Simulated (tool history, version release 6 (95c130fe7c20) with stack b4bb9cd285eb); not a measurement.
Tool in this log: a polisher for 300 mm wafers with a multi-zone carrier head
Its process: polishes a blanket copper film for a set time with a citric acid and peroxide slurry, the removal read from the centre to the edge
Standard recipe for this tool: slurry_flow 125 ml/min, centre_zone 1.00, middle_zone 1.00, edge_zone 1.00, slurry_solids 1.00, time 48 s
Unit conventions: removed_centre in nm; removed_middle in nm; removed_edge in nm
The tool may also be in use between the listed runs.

run,hour,slurry_flow,centre_zone,middle_zone,edge_zone,slurry_solids,time,"incoming thickness of the incoming film, nm",removed_centre,removed_middle,removed_edge
1,0.0,125,1.00,1.00,1.00,1.00,48,1053.6,80.0,79.5,77.2
2,18.0,125,1.00,1.00,1.00,1.00,48,1033.6,79.2,77.0,76.4
3,35.5,125,1.00,1.00,1.00,1.00,48,1044.6,80.0,77.1,77.5
4,47.9,115,1.00,1.00,1.00,0.90,48,1044.7,77.6,74.9,74.5
5,82.9,90,1.00,1.08,1.00,1.00,48,1045.8,76.4,78.7,75.2
6,98.8,125,1.00,1.00,1.00,1.30,63,1017.1,111.0,108.4,108.9
7,107.9,125,1.00,1.12,0.97,1.00,48,1036.9,80.0,84.9,75.2
8,123.2,125,1.00,1.00,1.00,1.00,48,1052.9,80.1,77.6,78.2
9,135.3,125,1.00,1.00,1.00,1.00,48,1029.4,79.3,76.4,78.2
10,149.5,90,1.07,1.00,1.00,1.15,32,1041.0,55.9,49.8,52.3
11,163.3,125,1.00,0.96,1.00,0.75,41,1021.8,65.0,60.4,63.4
12,176.8,125,1.00,1.00,1.00,1.00,48,1035.4,81.1,77.5,78.8
13,184.9,160,1.05,1.10,0.91,1.00,48,1041.1,87.0,85.9,78.4
14,199.0,125,1.00,1.00,1.00,0.80,48,1038.3,76.4,73.9,75.4
15,205.1,110,1.05,1.00,1.04,1.20,48,1040.3,85.5,78.5,81.1
16,213.2,125,1.10,1.00,1.06,1.00,48,1038.3,87.9,77.5,79.5
17,221.6,125,1.00,1.00,1.03,1.00,48,1046.9,80.5,77.6,78.2
18,235.7,125,1.00,1.00,1.00,1.00,48,1022.4,79.5,78.3,77.1
19,250.0,125,1.06,1.00,1.00,1.00,48,1045.6,85.0,76.4,77.3
20,275.8,165,1.00,0.96,1.00,1.00,48,1049.0,83.3,77.3,78.5
21,282.0,85,1.04,1.00,1.00,0.85,48,1037.9,76.3,71.7,74.6
22,289.6,155,1.00,1.00,1.00,1.30,34,1028.6,62.5,60.4,60.1
23,299.9,95,1.00,1.00,1.00,1.00,52,1033.2,83.0,81.3,83.6

Not shown: 4 entries that the log had between the listed runs. Between which runs, and how does the tool's hidden state differ before and after?
Run 4 -> run 5: worn pad replaced by a new one (hour 74.0); centre zone pressure recalibrated (hour 82.4)
  nothing in the hidden state changes from one run to the other
Run 11 -> run 12: worn pad replaced by a new one (hour 172.3)
  nothing in the hidden state changes from one run to the other
Run 19 -> run 20: worn pad replaced by a new one (hour 270.1)
  nothing in the hidden state changes from one run to the other

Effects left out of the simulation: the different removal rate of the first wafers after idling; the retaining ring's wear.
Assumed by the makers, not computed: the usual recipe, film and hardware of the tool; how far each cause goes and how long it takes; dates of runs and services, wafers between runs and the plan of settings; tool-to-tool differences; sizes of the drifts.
